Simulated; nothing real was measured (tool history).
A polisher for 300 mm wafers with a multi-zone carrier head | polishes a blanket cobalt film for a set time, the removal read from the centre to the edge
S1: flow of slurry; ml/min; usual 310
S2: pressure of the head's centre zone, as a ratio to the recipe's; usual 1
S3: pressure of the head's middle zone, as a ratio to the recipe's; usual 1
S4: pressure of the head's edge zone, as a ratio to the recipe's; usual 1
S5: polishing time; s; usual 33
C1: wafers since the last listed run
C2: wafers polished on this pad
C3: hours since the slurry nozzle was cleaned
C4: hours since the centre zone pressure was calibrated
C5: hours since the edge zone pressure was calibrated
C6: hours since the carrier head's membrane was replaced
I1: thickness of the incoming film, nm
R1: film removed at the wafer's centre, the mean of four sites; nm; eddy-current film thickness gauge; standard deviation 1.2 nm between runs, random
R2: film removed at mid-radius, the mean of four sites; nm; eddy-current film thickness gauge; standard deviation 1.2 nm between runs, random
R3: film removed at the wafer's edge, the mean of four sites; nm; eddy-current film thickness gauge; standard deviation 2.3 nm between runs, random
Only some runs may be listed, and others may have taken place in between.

run   hour   S1    S2    S3   S4  S5   C1    C2     C3     C4     C5      C6      I1     R1     R2     R3
  1      0  390     1     1    1  33    0   616  156.4  122.8  294.8   646.7    1009  197.8  193.8  194.1
  2   91.1  390     1     1    1  33  856  1473  247.5  213.9  385.9   737.8  1042.7    200  191.3  196.5
     126.9  -- edge zone pressure recalibrated
  3    154  310  0.92     1    1  33  572  2045  310.4  276.8   27.1   800.7  1002.9  182.6  189.6  196.4
  4  232.1  310  0.92     1    1  33  734  2779  388.5  354.9  105.2   878.8  1029.1  183.3  188.9  191.9
  5  279.8  310  0.92     1    1  33  448  3228  436.2  402.6  152.9   926.5  1035.7    182  190.2  196.7
  6  322.2  310     1     1    1  33  398  3626  478.6    445  195.3   968.9  1008.6  199.6  189.5  191.2
     337.4  -- slurry nozzle cleaned
  7  393.8  310     1     1    1  33  663  4290   56.4  516.6  266.9  1040.5  1013.8  198.5  187.6  190.8
     423.3  -- worn pad replaced by a new one
  8  478.8  310     1  0.91    1  33  761   522  141.4  601.6  351.9  1125.5  1028.3  200.1  173.2  192.8
  9  537.3  310  1.07     1  1.1  33  549  1072  199.9  660.1  410.4    1184  1007.2  214.1  187.7  202.3
     596.8  -- carrier head's membrane replaced by a new one
 10    603  310     1     1    1  33  570  1642  265.6  725.8  476.1     6.2  1013.6  200.7  186.5  191.6
     633.4  -- edge zone pressure recalibrated
 11  658.5  310     1     1    1  33  502  2145  321.1  781.3   25.1    61.7  1037.6  198.5  190.4  192.4
 12  726.8  310     1     1    1  22  642  2787  389.4  849.6   93.4     130    1020  133.6  125.3    129

Run 13 has not been measured yet. What should we expect?
      849.8  -- slurry nozzle cleaned
        860  -- worn pad replaced by a new one
      861.9  -- centre zone pressure recalibrated
 13  1045.4  310   1  0.92   1  33  2929  1724  195.6  183.5  412  448.6  1023.1   ?   ?   ?

{"run 13": {"R1": 180.3, "R2": 176.9, "R3": 188.5}}
Were there no unlogged condition in the tool, this run, its random variation unchanged, would have produced R1 192.5 nm, R2 176.9 nm, R3 188.5 nm.
